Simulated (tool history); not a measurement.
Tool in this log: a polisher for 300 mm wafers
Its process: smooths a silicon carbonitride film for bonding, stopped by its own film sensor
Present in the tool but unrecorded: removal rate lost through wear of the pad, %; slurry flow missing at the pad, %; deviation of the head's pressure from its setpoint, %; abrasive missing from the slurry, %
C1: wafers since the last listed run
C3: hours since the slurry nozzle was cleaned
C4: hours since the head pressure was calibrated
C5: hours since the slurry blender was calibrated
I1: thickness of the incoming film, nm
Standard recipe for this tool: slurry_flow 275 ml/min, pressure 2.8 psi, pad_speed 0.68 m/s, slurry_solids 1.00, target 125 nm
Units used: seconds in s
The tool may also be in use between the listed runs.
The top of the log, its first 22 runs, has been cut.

run 23 day=11.204 | slurry_flow=355 pressure=2.5 pad_speed=0.68 slurry_solids=1.00 target=125 | C1=55 wafers_polished_on_this_pad=651 C3=121.9 C4=285.9 C5=90.1 | I1=141.4 | seconds=76.8
run 24 day=11.879 | slurry_flow=350 pressure=2.8 pad_speed=0.88 slurry_solids=1.25 target=125 | C1=133 wafers_polished_on_this_pad=784 C3=138.1 C4=302.1 C5=106.3 | I1=141.1 | seconds=45.8
run 25 day=12.575 | slurry_flow=275 pressure=2.8 pad_speed=0.68 slurry_solids=1.00 target=125 | C1=137 wafers_polished_on_this_pad=922 C3=154.8 C4=318.8 C5=123.0 | I1=139.7 | seconds=64.7
run 26 day=13.029 | slurry_flow=275 pressure=2.8 pad_speed=0.68 slurry_solids=1.00 target=125 | C1=89 wafers_polished_on_this_pad=1011 C3=165.7 C4=329.7 C5=133.9 | I1=141.2 | seconds=70.9
-- day=13.350 slurry blender recalibrated
run 27 day=13.754 | slurry_flow=215 pressure=2.8 pad_speed=0.68 slurry_solids=1.00 target=125 | C1=126 wafers_polished_on_this_pad=1138 C3=183.1 C4=347.1 C5=9.7 | I1=141.2 | seconds=63.5
run 28 day=14.392 | slurry_flow=275 pressure=1.9 pad_speed=0.68 slurry_solids=1.15 target=121 | C1=125 wafers_polished_on_this_pad=1264 C3=198.4 C4=362.4 C5=25.0 | I1=139.6 | seconds=96.6
run 29 day=14.762 | slurry_flow=275 pressure=3.4 pad_speed=0.92 slurry_solids=1.00 target=125 | C1=73 wafers_polished_on_this_pad=1337 C3=207.3 C4=371.3 C5=33.9 | I1=141.1 | seconds=40.6
run 30 day=15.025 | slurry_flow=275 pressure=2.8 pad_speed=0.68 slurry_solids=1.00 target=125 | C1=51 wafers_polished_on_this_pad=1389 C3=213.6 C4=377.6 C5=40.2 | I1=138.9 | seconds=54.6

Consider 4 possible next runs. They are alternatives, not a sequence: every one starts from the tool as it was left by run 30. What does each give?
run A day=15.042 | slurry_flow=275 pressure=2.8 pad_speed=0.68 slurry_solids=1.00 target=125 | C1=3 wafers_polished_on_this_pad=1392 C3=214.0 C4=378.0 C5=40.6 | I1=140.5 | seconds=?
run B day=15.042 | slurry_flow=325 pressure=3.2 pad_speed=0.68 slurry_solids=1.25 target=123 | C1=3 wafers_polished_on_this_pad=1392 C3=214.0 C4=378.0 C5=40.6 | I1=140.5 | seconds=?
run C day=15.042 | slurry_flow=275 pressure=3.7 pad_speed=0.68 slurry_solids=1.00 target=125 | C1=3 wafers_polished_on_this_pad=1392 C3=214.0 C4=378.0 C5=40.6 | I1=140.5 | seconds=?
run D day=15.042 | slurry_flow=275 pressure=1.9 pad_speed=0.82 slurry_solids=1.00 target=125 | C1=3 wafers_polished_on_this_pad=1392 C3=214.0 C4=378.0 C5=40.6 | I1=140.5 | seconds=?

run=A seconds=61.2
run=B seconds=52.0
run=C seconds=46.3
run=D seconds=77.6
Take away the tool's hidden state, keep each run's random variation, and the runs would have read:
run=A seconds=59.2
run=B seconds=50.6
run=C seconds=44.8
run=D seconds=75.1

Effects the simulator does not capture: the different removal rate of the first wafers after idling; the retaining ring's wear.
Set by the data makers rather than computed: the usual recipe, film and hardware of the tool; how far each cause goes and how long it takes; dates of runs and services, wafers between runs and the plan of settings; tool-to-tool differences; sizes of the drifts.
